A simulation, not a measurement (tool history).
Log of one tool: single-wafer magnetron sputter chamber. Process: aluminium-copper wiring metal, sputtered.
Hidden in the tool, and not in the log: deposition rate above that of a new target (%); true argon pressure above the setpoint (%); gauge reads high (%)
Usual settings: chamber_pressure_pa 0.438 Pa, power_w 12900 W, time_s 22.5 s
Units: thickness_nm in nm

run	hour	chamber_pressure_pa	power_w	time_s	wafers since the last listed run	wafers on the sputter target	hours since the last manometer calibration	hours since the magnet pack was replaced	hours since the gauge calibration	read-back reference wafer on the same gauge, thickness_nm	thickness_nm
1	0.0	0.438	12900	22.5	0	98	2555.3	7851.0	216.7	465.093	496.522
2	43.4	0.316	11100	22.5	961	1060	2598.7	7894.4	260.1	465.109	463.035
3	162.4	0.438	12900	22.5	2637	3697	2717.7	8013.4	379.1	464.966	488.278
# hour 177.3: sputter target and shields replaced
4	225.6	0.389	12100	22.5	1223	1070	2780.9	8076.6	442.3	465.047	480.155
5	263.9	0.438	12900	22.5	848	1918	2819.2	8114.9	480.6	465.115	492.993
6	306.1	0.438	12900	22.5	935	2854	2861.4	8157.1	522.8	465.017	490.610
# hour 355.5: sputter target and shields replaced
# hour 489.0: magnet pack replaced
# hour 498.7: gauge calibrated
7	511.4	0.438	12900	22.5	4195	3278	3066.7	22.4	12.7	464.855	490.012
# hour 542.6: capacitance manometer re-zeroed and calibrated
8	543.1	0.563	11700	19.5	525	3803	0.5	54.1	44.4	464.858	344.321
# hour 565.3: sputter target and shields replaced
9	592.7	0.573	11050	26.8	922	607	50.1	103.7	94.0	464.951	456.534
10	619.4	0.438	12900	20.9	591	1198	76.8	130.4	120.7	464.973	445.061
11	668.6	0.560	13950	23.7	1090	2289	126.0	179.6	169.9	465.105	500.171
12	703.1	0.438	12900	22.5	764	3053	160.5	214.1	204.4	464.860	473.714
# hour 746.6: sputter target and shields replaced
13	766.9	0.594	12900	22.5	1236	449	224.3	277.9	268.2	465.104	438.016
14	797.9	0.376	12900	19.7	687	1137	255.3	308.9	299.2	464.836	436.577

What the log doesn't show, run by run:
gauge reads high (%): 0 in every run
H1: deposition rate above that of a new target (%)
H2: true argon pressure above the setpoint (%)
run	H1	H2
1	-0.0843	-14.9
2	-0.197	-14.9
3	-1.47	-15.1
4	-0.315	-15.1
5	-0.572	-15.2
6	-1.03	-15.2
7	-1.29	-15.4
8	-1.83	-0.235
9	-0.132	-1.03
10	-0.241	-1.44
11	-0.627	-2.17
12	-1.04	-2.66
13	-0.0798	-3.53
14	-0.19	-3.92
